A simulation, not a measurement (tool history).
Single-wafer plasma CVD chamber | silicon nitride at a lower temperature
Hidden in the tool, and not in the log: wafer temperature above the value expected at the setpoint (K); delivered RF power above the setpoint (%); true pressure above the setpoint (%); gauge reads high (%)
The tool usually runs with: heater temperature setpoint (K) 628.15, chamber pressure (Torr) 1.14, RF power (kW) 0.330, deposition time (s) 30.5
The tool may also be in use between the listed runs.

run     day  heater temperature setpoint (K)  chamber pressure (Torr)  RF power (kW)  deposition time (s)  wafers since the last listed run  hours since the last thermocouple change  hours since the last RF generator calibration  hours since the last manometer calibration  hours since the showerhead was replaced  hours since the gauge calibration  read-back reference wafer on the same gauge, thickness_nm  mean film thickness on the monitor wafer (nm)
  1   0.000                           638.15                     1.36          0.330                 30.5                                 0                                    1274.7                                         2277.6                                      1014.0                                   6367.5                              243.3                                                     26.796                                         32.010
  2   0.638                           638.15                     1.36          0.330                 30.5                               248                                    1290.0                                         2292.9                                      1029.3                                   6382.8                              258.6                                                     26.791                                         32.053
  3   1.021                           628.15                     1.22          0.330                 30.5                               149                                    1299.2                                         2302.1                                      1038.5                                   6392.0                              267.8                                                     26.777                                         31.090
  4   3.262                           628.15                     1.14          0.330                 30.5                               875                                    1353.0                                         2355.9                                      1092.3                                   6445.8                              321.6                                                     26.778                                         30.264
  5   3.671                           628.15                     1.14          0.330                 30.5                               159                                    1362.8                                         2365.7                                      1102.1                                   6455.6                              331.4                                                     26.794                                         30.329
  6   4.296                           628.15                     1.14          0.330                 34.4                               244                                    1377.8                                         2380.7                                      1117.1                                   6470.6                              346.4                                                     26.815                                         34.123
      4.612  -- gauge calibrated
  7   4.642                           628.15                     1.14          0.330                 34.4                               135                                    1386.1                                         2389.0                                      1125.4                                   6478.9                                0.7                                                     26.799                                         34.308
  8   5.354                           628.15                     1.14          0.330                 34.4                               278                                    1403.2                                         2406.1                                      1142.5                                   6496.0                               17.8                                                     26.782                                         34.124
  9   6.029                           628.15                     1.01          0.330                 30.5                               263                                    1419.4                                         2422.3                                      1158.7                                   6512.2                               34.0                                                     26.815                                         29.145
 10   6.696                           628.15                     1.14          0.330                 30.5                               260                                    1435.4                                         2438.3                                      1174.7                                   6528.2                               50.0                                                     26.792                                         30.301
      7.512  -- thermocouple changed; heater temperature recalibrated
 11   7.533                           628.15                     1.14          0.330                 30.5                               196                                       0.5                                         2458.4                                      1194.8                                   6548.3                               70.1                                                     26.807                                         30.232
 12   7.683                           628.15                     1.14          0.330                 30.5                                58                                       4.1                                         2462.0                                      1198.4                                   6551.9                               73.7                                                     26.802                                         30.368
      8.442  -- RF generator calibrated
 13   8.462                           620.15                     1.14          0.395                 30.5                               174                                      22.8                                            0.5                                      1217.1                                   6570.6                               92.4                                                     26.787                                         36.469
 14   8.479                           640.15                     0.99          0.355                 27.3                                 6                                      23.2                                            0.9                                      1217.5                                   6571.0                               92.8                                                     26.795                                         28.721
 15   8.721                           628.15                     1.14          0.330                 30.5                                94                                      29.0                                            6.7                                      1223.3                                   6576.8                               98.6                                                     26.792                                         32.115
 16   9.558                           615.15                     1.00          0.305                 25.8                               327                                      49.1                                           26.8                                      1243.4                                   6596.9                              118.7                                                     26.802                                         24.705
 17  10.250                           613.15                     0.92          0.305                 25.9                               270                                      65.7                                           43.4                                      1260.0                                   6613.5                              135.3                                                     26.799                                         24.085
     10.838  -- showerhead replaced, of another model than before
 18  10.858                           636.15                     1.04          0.330                 30.5                               107                                      80.3                                           58.0                                      1274.6                                      0.5                              149.9                                                     26.815                                         30.377
 19  11.204                           623.15                     1.14          0.300                 35.0                               135                                      88.6                                           66.3                                      1282.9                                      8.8                              158.2                                                     26.808                                         33.705
     11.629  -- capacitance manometer re-zeroed and calibrated
 20  11.650                           628.15                     1.02          0.330                 30.5                                43                                      99.3                                           77.0                                         0.5                                     19.5                              168.9                                                     26.814                                         30.031
 21  11.888                           628.15                     1.31          0.290                 25.9                                92                                     105.0                                           82.7                                         6.2                                     25.2                              174.6                                                     26.804                                         25.795
 22  12.325                           639.15                     1.38          0.290                 35.0                               170                                     115.5                                           93.2                                        16.7                                     35.7                              185.1                                                     26.810                                         35.499
 23  12.633                           628.15                     1.14          0.330                 30.5                               120                                     122.9                                          100.6                                        24.1                                     43.1                              192.5                                                     26.790                                         32.039
 24  13.025                           628.15                     1.14          0.330                 30.5                               152                                     132.3                                          110.0                                        33.5                                     52.5                              201.9                                                     26.803                                         32.019
 25  13.458                           620.15                     1.14          0.375                 30.5                               169                                     142.7                                          120.4                                        43.9                                     62.9                              212.3                                                     26.797                                         35.784
 26  13.796                           628.15                     1.38          0.330                 30.5                               131                                     150.8                                          128.5                                        52.0                                     71.0                              220.4                                                     26.803                                         35.036
 27  14.471                           628.15                     1.14          0.375                 34.8                               263                                     167.0                                          144.7                                        68.2                                     87.2                              236.6                                                     26.805                                         40.680
 28  15.171                           632.15                     1.14          0.290                 28.9                               273                                     183.8                                          161.5                                        85.0                                    104.0                              253.4                                                     26.807                                         26.853
 29  15.842                           628.15                     1.14          0.295                 32.4                               261                                     199.9                                          177.6                                       101.1                                    120.1                              269.5                                                     26.786                                         30.600

Describe how what the log doesn't record of the tool's condition differs between the last listed run preceding each entry between runs and the first listed run following it.
After run 6, before run 7: gauge calibrated (day 4.612)
  delivered RF power above the setpoint (%): -8.07 -> -8.1
  measured result minus the result with no hidden state, mean film thickness on the monitor wafer (nm): -2.101 -> -2.119
After run 10, before run 11: thermocouple changed; heater temperature recalibrated (day 7.512)
  delivered RF power above the setpoint (%): -8.25 -> -8.32
  measured result minus the result with no hidden state, mean film thickness on the monitor wafer (nm): -1.911 -> -1.923
After run 12, before run 13: RF generator calibrated (day 8.442)
  delivered RF power above the setpoint (%): -8.33 -> -0.32
  measured result minus the result with no hidden state, mean film thickness on the monitor wafer (nm): -1.934 -> -0.075
After run 17, before run 18: showerhead replaced, of another model than before (day 10.838)
  delivered RF power above the setpoint (%): -0.456 -> -0.503
  measured result minus the result with no hidden state, mean film thickness on the monitor wafer (nm): -0.078 -> -0.139
After run 19, before run 20: capacitance manometer re-zeroed and calibrated (day 11.629)
  delivered RF power above the setpoint (%): -0.529 -> -0.563
  measured result minus the result with no hidden state, mean film thickness on the monitor wafer (nm): -0.167 -> -0.154

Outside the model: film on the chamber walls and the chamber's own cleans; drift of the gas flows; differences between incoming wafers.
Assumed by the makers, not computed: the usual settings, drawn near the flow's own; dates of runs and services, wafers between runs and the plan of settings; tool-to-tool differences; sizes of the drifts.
